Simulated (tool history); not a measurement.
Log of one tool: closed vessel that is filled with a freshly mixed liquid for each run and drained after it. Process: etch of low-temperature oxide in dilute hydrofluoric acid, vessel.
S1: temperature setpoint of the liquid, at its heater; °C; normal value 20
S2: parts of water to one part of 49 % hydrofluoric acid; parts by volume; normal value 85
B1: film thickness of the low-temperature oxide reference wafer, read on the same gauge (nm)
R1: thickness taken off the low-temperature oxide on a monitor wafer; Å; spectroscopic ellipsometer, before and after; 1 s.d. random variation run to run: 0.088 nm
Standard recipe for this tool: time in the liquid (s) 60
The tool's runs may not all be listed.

run 1 hour=0 | S1=20 S2=85 time_in_the_liquid_(s)=60 | B1=89.96 | R1=132.6
run 2 hour=76.5 | S1=20 S2=85 time_in_the_liquid_(s)=70 | B1=90.01 | R1=155.2
run 3 hour=137.1 | S1=20 S2=85 time_in_the_liquid_(s)=60 | B1=90 | R1=133.5
run 4 hour=229.4 | S1=20 S2=85 time_in_the_liquid_(s)=60 | B1=90.04 | R1=133.1
run 5 hour=286.6 | S1=20 S2=75 time_in_the_liquid_(s)=60 | B1=90.02 | R1=151.9
run 6 hour=373.6 | S1=20 S2=75 time_in_the_liquid_(s)=60 | B1=89.99 | R1=153
run 7 hour=424.6 | S1=20 S2=75 time_in_the_liquid_(s)=60 | B1=89.99 | R1=152.1
run 8 hour=621.6 | S1=20 S2=60 time_in_the_liquid_(s)=60 | B1=90 | R1=194.9
run 9 hour=692.8 | S1=20 S2=85 time_in_the_liquid_(s)=35 | B1=90 | R1=77.9
run 10 hour=761.3 | S1=20 S2=85 time_in_the_liquid_(s)=35 | B1=90.02 | R1=77.4
run 11 hour=861.6 | S1=20 S2=75 time_in_the_liquid_(s)=60 | B1=90.03 | R1=153.1
run 12 hour=946.2 | S1=20 S2=85 time_in_the_liquid_(s)=60 | B1=89.98 | R1=135.1
run 13 hour=1007.9 | S1=22.5 S2=65 time_in_the_liquid_(s)=80 | B1=90.04 | R1=262.9
-- hour=1031.7 thermometer replaced
run 14 hour=1060.5 | S1=20 S2=85 time_in_the_liquid_(s)=35 | B1=90.02 | R1=78.3
run 15 hour=1149.9 | S1=20 S2=85 time_in_the_liquid_(s)=60 | B1=89.99 | R1=133.3
-- hour=1161.3 hydrofluoric acid flow meter replaced
run 16 hour=1233.9 | S1=17.5 S2=55 time_in_the_liquid_(s)=75 | B1=90 | R1=242.4
-- hour=1245.9 gauge calibrated
run 17 hour=1308.4 | S1=21.5 S2=105 time_in_the_liquid_(s)=50 | B1=89.99 | R1=93.8
run 18 hour=1387.7 | S1=17.5 S2=85 time_in_the_liquid_(s)=80 | B1=89.98 | R1=160.1
run 19 hour=1465.2 | S1=18 S2=50 time_in_the_liquid_(s)=30 | B1=89.98 | R1=107.7
run 20 hour=1524.1 | S1=20 S2=85 time_in_the_liquid_(s)=80 | B1=90 | R1=178.3
run 21 hour=1565.8 | S1=17 S2=95 time_in_the_liquid_(s)=60 | B1=89.95 | R1=105

Branching from run 21: 4 alternative next runs. What would each branch give?
run A hour=1566.5 | S1=20 S2=85 time_in_the_liquid_(s)=60 | B1=? | R1=?
run B hour=1566.5 | S1=20 S2=65 time_in_the_liquid_(s)=60 | B1=? | R1=?
run C hour=1566.5 | S1=20 S2=85 time_in_the_liquid_(s)=40 | B1=? | R1=?
run D hour=1566.5 | S1=23 S2=85 time_in_the_liquid_(s)=45 | B1=? | R1=?

run=A B1=90.03 R1=133.1
run=B B1=90.03 R1=178.1
run=C B1=90.03 R1=88.7
run=D B1=90.03 R1=112.9
Take away the tool's hidden state, keep each run's random variation, and the runs would have read:
run=A R1=133.1
run=B R1=178.1
run=C R1=88.7
run=D R1=112.9
